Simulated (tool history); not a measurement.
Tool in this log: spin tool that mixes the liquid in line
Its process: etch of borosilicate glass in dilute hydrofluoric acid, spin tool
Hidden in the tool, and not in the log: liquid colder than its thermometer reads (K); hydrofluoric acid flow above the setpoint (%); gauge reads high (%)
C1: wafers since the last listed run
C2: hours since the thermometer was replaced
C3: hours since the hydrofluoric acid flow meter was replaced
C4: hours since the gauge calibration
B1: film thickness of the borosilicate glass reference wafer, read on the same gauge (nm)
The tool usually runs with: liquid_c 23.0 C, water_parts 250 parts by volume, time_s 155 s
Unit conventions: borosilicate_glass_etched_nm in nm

{"run": 1, "hour": 0.0, "liquid_c": 23.0, "water_parts": 250, "time_s": 155, "C1": 0, "C2": 1662.0, "C3": 1978.6, "C4": 53.4, "B1": 59.97, "borosilicate_glass_etched_nm": 14.73}
{"run": 2, "hour": 13.5, "liquid_c": 23.0, "water_parts": 250, "time_s": 155, "C1": 122, "C2": 1675.5, "C3": 1992.1, "C4": 66.9, "B1": 60.04, "borosilicate_glass_etched_nm": 14.79}
{"run": 3, "hour": 30.3, "liquid_c": 23.0, "water_parts": 250, "time_s": 155, "C1": 151, "C2": 1692.3, "C3": 2008.9, "C4": 83.7, "B1": 60.03, "borosilicate_glass_etched_nm": 14.72}
{"run": 4, "hour": 45.8, "liquid_c": 23.0, "water_parts": 250, "time_s": 155, "C1": 140, "C2": 1707.8, "C3": 2024.4, "C4": 99.2, "B1": 60.05, "borosilicate_glass_etched_nm": 14.77}
{"run": 5, "hour": 63.7, "liquid_c": 23.0, "water_parts": 295, "time_s": 155, "C1": 161, "C2": 1725.7, "C3": 2042.3, "C4": 117.1, "B1": 59.99, "borosilicate_glass_etched_nm": 12.03}
{"run": 6, "hour": 71.3, "liquid_c": 23.0, "water_parts": 295, "time_s": 155, "C1": 68, "C2": 1733.3, "C3": 2049.9, "C4": 124.7, "B1": 59.98, "borosilicate_glass_etched_nm": 12.05}
{"run": 7, "hour": 82.3, "liquid_c": 23.0, "water_parts": 250, "time_s": 155, "C1": 99, "C2": 1744.3, "C3": 2060.9, "C4": 135.7, "B1": 59.99, "borosilicate_glass_etched_nm": 14.75}
{"run": 8, "hour": 99.1, "liquid_c": 23.0, "water_parts": 250, "time_s": 155, "C1": 151, "C2": 1761.1, "C3": 2077.7, "C4": 152.5, "B1": 60.03, "borosilicate_glass_etched_nm": 14.8}
{"hour": 104.1, "done": "gauge calibrated"}
{"hour": 106.3, "done": "thermometer replaced"}
{"run": 9, "hour": 111.8, "liquid_c": 18.5, "water_parts": 370, "time_s": 75, "C1": 105, "C2": 5.5, "C3": 2090.4, "C4": 7.7, "B1": 60.01, "borosilicate_glass_etched_nm": 4.1}

For run 10, what comes out?
{"run": 10, "hour": 119.0, "liquid_c": 23.0, "water_parts": 250, "time_s": 155, "C1": 65, "C2": 12.7, "C3": 2097.6, "C4": 14.9, "B1": "?", "borosilicate_glass_etched_nm": "?"}

B1: 60.03
borosilicate_glass_etched_nm: 16.35 nm
With no hidden state in the tool, this same run would have given borosilicate_glass_etched_nm 14.52 nm.
